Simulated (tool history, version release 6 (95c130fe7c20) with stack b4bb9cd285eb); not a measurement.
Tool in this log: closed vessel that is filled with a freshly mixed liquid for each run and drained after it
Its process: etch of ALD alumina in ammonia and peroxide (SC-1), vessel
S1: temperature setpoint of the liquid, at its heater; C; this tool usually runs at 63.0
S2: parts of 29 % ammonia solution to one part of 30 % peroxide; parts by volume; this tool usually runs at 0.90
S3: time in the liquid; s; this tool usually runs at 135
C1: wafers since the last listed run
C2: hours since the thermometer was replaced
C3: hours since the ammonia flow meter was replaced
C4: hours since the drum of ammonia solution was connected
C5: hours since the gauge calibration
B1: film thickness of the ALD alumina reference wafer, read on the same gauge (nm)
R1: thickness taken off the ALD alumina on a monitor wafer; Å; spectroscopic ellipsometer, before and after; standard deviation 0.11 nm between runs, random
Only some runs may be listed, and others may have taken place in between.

{"run": 1, "day": 0.0, "S1": 63.0, "S2": 0.6, "S3": 80, "C1": 0, "C2": 1391.1, "C3": 229.2, "C4": 137.0, "C5": 351.1, "B1": 128.76, "R1": 112.9}
{"run": 2, "day": 1.412, "S1": 63.0, "S2": 0.9, "S3": 135, "C1": 4591, "C2": 1425.0, "C3": 263.1, "C4": 170.9, "C5": 385.0, "B1": 128.62, "R1": 196.5}
{"run": 3, "day": 2.329, "S1": 63.0, "S2": 0.9, "S3": 135, "C1": 2979, "C2": 1447.0, "C3": 285.1, "C4": 192.9, "C5": 407.0, "B1": 128.51, "R1": 195.9}
{"run": 4, "day": 3.812, "S1": 63.0, "S2": 0.9, "S3": 135, "C1": 4821, "C2": 1482.6, "C3": 320.7, "C4": 228.5, "C5": 442.6, "B1": 128.35, "R1": 197.6}
{"run": 5, "day": 5.083, "S1": 63.0, "S2": 0.9, "S3": 135, "C1": 4131, "C2": 1513.1, "C3": 351.2, "C4": 259.0, "C5": 473.1, "B1": 128.19, "R1": 196.1}
{"run": 6, "day": 5.688, "S1": 63.0, "S2": 0.9, "S3": 135, "C1": 1963, "C2": 1527.6, "C3": 365.7, "C4": 273.5, "C5": 487.6, "B1": 128.1, "R1": 198.2}
{"run": 7, "day": 6.962, "S1": 63.0, "S2": 1.15, "S3": 135, "C1": 4144, "C2": 1558.2, "C3": 396.3, "C4": 304.1, "C5": 518.2, "B1": 127.92, "R1": 202.3}
{"run": 8, "day": 7.512, "S1": 63.0, "S2": 0.9, "S3": 135, "C1": 1787, "C2": 1571.4, "C3": 409.5, "C4": 317.3, "C5": 531.4, "B1": 127.84, "R1": 197.4}
{"run": 9, "day": 8.533, "S1": 63.0, "S2": 0.9, "S3": 110, "C1": 3318, "C2": 1595.9, "C3": 434.0, "C4": 341.8, "C5": 555.9, "B1": 127.71, "R1": 158.7}
{"day": 9.317, "done": "new drum of ammonia solution connected"}
{"run": 10, "day": 10.933, "S1": 63.0, "S2": 0.9, "S3": 190, "C1": 7666, "C2": 1653.5, "C3": 491.6, "C4": 38.8, "C5": 613.5, "B1": 127.32, "R1": 275.3}
{"run": 11, "day": 11.646, "S1": 63.0, "S2": 0.9, "S3": 210, "C1": 2316, "C2": 1670.6, "C3": 508.7, "C4": 55.9, "C5": 630.6, "B1": 127.19, "R1": 304.1}
{"run": 12, "day": 12.183, "S1": 63.0, "S2": 0.9, "S3": 135, "C1": 1747, "C2": 1683.5, "C3": 521.6, "C4": 68.8, "C5": 643.5, "B1": 127.1, "R1": 195.5}
{"run": 13, "day": 13.35, "S1": 63.0, "S2": 0.9, "S3": 135, "C1": 3792, "C2": 1711.5, "C3": 549.6, "C4": 96.8, "C5": 671.5, "B1": 126.89, "R1": 196.5}
{"day": 13.629, "done": "thermometer replaced"}
{"day": 14.125, "done": "ammonia flow meter replaced"}
{"run": 14, "day": 14.471, "S1": 63.0, "S2": 0.9, "S3": 135, "C1": 3372, "C2": 20.2, "C3": 8.3, "C4": 123.7, "C5": 698.4, "B1": 126.66, "R1": 194.9}
{"run": 15, "day": 15.467, "S1": 63.0, "S2": 0.6, "S3": 80, "C1": 3237, "C2": 44.1, "C3": 32.2, "C4": 147.6, "C5": 722.3, "B1": 126.48, "R1": 110.8}
{"run": 16, "day": 16.075, "S1": 63.0, "S2": 0.9, "S3": 205, "C1": 1977, "C2": 58.7, "C3": 46.8, "C4": 162.2, "C5": 736.9, "B1": 126.33, "R1": 294.5}
{"run": 17, "day": 17.421, "S1": 63.0, "S2": 0.9, "S3": 155, "C1": 4374, "C2": 91.0, "C3": 79.1, "C4": 194.5, "C5": 769.2, "B1": 126.04, "R1": 222.6}
{"run": 18, "day": 18.462, "S1": 63.0, "S2": 1.2, "S3": 135, "C1": 3386, "C2": 116.0, "C3": 104.1, "C4": 219.5, "C5": 794.2, "B1": 125.81, "R1": 198.6}
{"day": 18.608, "done": "gauge calibrated"}
{"run": 19, "day": 19.1, "S1": 70.0, "S2": 0.9, "S3": 135, "C1": 2072, "C2": 131.3, "C3": 119.4, "C4": 234.8, "C5": 11.8, "B1": 129.66, "R1": 284.2}
{"run": 20, "day": 20.117, "S1": 56.0, "S2": 0.75, "S3": 175, "C1": 3304, "C2": 155.7, "C3": 143.8, "C4": 259.2, "C5": 36.2, "B1": 129.67, "R1": 176.2}
{"run": 21, "day": 21.133, "S1": 55.0, "S2": 0.9, "S3": 135, "C1": 3304, "C2": 180.1, "C3": 168.2, "C4": 283.6, "C5": 60.6, "B1": 129.62, "R1": 132.2}
{"run": 22, "day": 22.2, "S1": 70.0, "S2": 0.65, "S3": 195, "C1": 3467, "C2": 205.7, "C3": 193.8, "C4": 309.2, "C5": 86.2, "B1": 129.61, "R1": 393.6}
{"day": 22.417, "done": "new drum of ammonia solution connected"}
{"run": 23, "day": 23.658, "S1": 59.0, "S2": 0.55, "S3": 80, "C1": 4605, "C2": 240.7, "C3": 228.8, "C4": 29.8, "C5": 121.2, "B1": 129.58, "R1": 91.8}
{"run": 24, "day": 26.588, "S1": 58.0, "S2": 0.65, "S3": 160, "C1": 9521, "C2": 311.0, "C3": 299.1, "C4": 100.1, "C5": 191.5, "B1": 129.45, "R1": 178.1}
{"run": 25, "day": 27.188, "S1": 57.5, "S2": 1.15, "S3": 200, "C1": 1950, "C2": 325.4, "C3": 313.5, "C4": 114.5, "C5": 205.9, "B1": 129.41, "R1": 229.2}
{"run": 26, "day": 28.042, "S1": 63.0, "S2": 0.9, "S3": 135, "C1": 2776, "C2": 345.9, "C3": 334.0, "C4": 135.0, "C5": 226.4, "B1": 129.36, "R1": 201.4}
{"run": 27, "day": 28.767, "S1": 57.0, "S2": 0.9, "S3": 135, "C1": 2356, "C2": 363.3, "C3": 351.4, "C4": 152.4, "C5": 243.8, "B1": 129.3, "R1": 144.9}
{"run": 28, "day": 31.325, "S1": 63.0, "S2": 0.9, "S3": 135, "C1": 8316, "C2": 424.7, "C3": 412.8, "C4": 213.8, "C5": 305.2, "B1": 129.12, "R1": 196.8}

Same runs, no hidden state in the tool, same run-to-run variation:
The tool's hidden condition here consists of: liquid hotter than its thermometer reads (K); ammonia flow below the setpoint (%); ammonia solution weaker than its label (%); gauge reads high (%).
run=1 R1=114.0
run=2 R1=198.6
run=3 R1=198.1
run=4 R1=200.1
run=5 R1=198.9
run=6 R1=201.1
run=7 R1=205.6
run=8 R1=200.7
run=9 R1=161.5
run=10 R1=281.1
run=11 R1=310.8
run=12 R1=200.0
run=13 R1=201.3
run=14 R1=200.0
run=15 R1=113.9
run=16 R1=303.0
run=17 R1=229.6
run=18 R1=205.2
run=19 R1=284.9
run=20 R1=176.7
run=21 R1=132.6
run=22 R1=394.8
run=23 R1=92.1
run=24 R1=178.9
run=25 R1=230.2
run=26 R1=202.4
run=27 R1=145.7
run=28 R1=198.1
